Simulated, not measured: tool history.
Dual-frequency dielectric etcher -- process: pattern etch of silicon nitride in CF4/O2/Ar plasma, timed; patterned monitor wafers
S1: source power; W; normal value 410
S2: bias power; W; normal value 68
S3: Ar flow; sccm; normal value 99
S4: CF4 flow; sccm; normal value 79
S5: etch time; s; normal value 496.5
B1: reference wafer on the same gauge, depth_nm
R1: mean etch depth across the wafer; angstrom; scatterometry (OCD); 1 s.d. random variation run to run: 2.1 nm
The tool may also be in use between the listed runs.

run 1 hour=0 | S1=410 S2=68 S3=99 S4=79 S5=496.5 | B1=1147.8 | R1=9828
-- hour=13.7 wet clean of the chamber
run 2 hour=39 | S1=410 S2=68 S3=99 S4=79 S5=496.5 | B1=1148.4 | R1=9577
run 3 hour=90.1 | S1=410 S2=68 S3=99 S4=79 S5=496.5 | B1=1147.9 | R1=9596
run 4 hour=136 | S1=380 S2=68 S3=99 S4=79 S5=496.5 | B1=1147.4 | R1=9313
run 5 hour=292.3 | S1=380 S2=68 S3=99 S4=79 S5=496.5 | B1=1148.4 | R1=9384
run 6 hour=349.9 | S1=380 S2=68 S3=99 S4=79 S5=496.5 | B1=1147.3 | R1=9385
-- hour=393.5 wet clean of the chamber
-- hour=416.2 bias power generator calibrated
run 7 hour=416.7 | S1=410 S2=68 S3=99 S4=79 S5=584.5 | B1=1147.5 | R1=11383
-- hour=420.5 gauge calibrated
run 8 hour=468.6 | S1=410 S2=68 S3=99 S4=79 S5=496.5 | B1=1148.3 | R1=9691
run 9 hour=564.2 | S1=410 S2=68 S3=99 S4=79 S5=496.5 | B1=1148.1 | R1=9707
run 10 hour=603.4 | S1=410 S2=68 S3=108 S4=79 S5=496.5 | B1=1147.6 | R1=9597
run 11 hour=662 | S1=330 S2=59 S3=116 S4=79 S5=387 | B1=1148 | R1=6424
-- hour=690.1 upper electrode replaced
run 12 hour=722.6 | S1=330 S2=59 S3=116 S4=79 S5=387 | B1=1147.9 | R1=6447
-- hour=754 CF4 flow controller replaced
-- hour=774 wet clean of the chamber
run 13 hour=774.5 | S1=450 S2=68 S3=121 S4=79 S5=349 | B1=1148.3 | R1=6783
-- hour=788.8 source power generator calibrated
run 14 hour=803.8 | S1=410 S2=68 S3=99 S4=79 S5=496.5 | B1=1147.5 | R1=9550
run 15 hour=853.3 | S1=490 S2=68 S3=119 S4=79 S5=496.5 | B1=1147.4 | R1=10197
-- hour=879.6 Ar flow controller replaced
run 16 hour=891.3 | S1=410 S2=55 S3=86 S4=79 S5=354 | B1=1148.5 | R1=6621
run 17 hour=932.1 | S1=410 S2=68 S3=99 S4=79 S5=496.5 | B1=1147.9 | R1=9645
run 18 hour=985.2 | S1=410 S2=68 S3=80 S4=74 S5=496.5 | B1=1148.6 | R1=9917
run 19 hour=1054.1 | S1=410 S2=68 S3=99 S4=79 S5=642 | B1=1147.6 | R1=12580

The next listed run, before its measurement:
run 20 hour=1111.8 | S1=410 S2=60 S3=99 S4=79 S5=496.5 | B1=? | R1=?

{"run 20": {"B1": 1148.2, "R1": 9431}}
Were there no unlogged condition in the tool, this run, its random variation unchanged, would have produced R1 9256 angstrom.
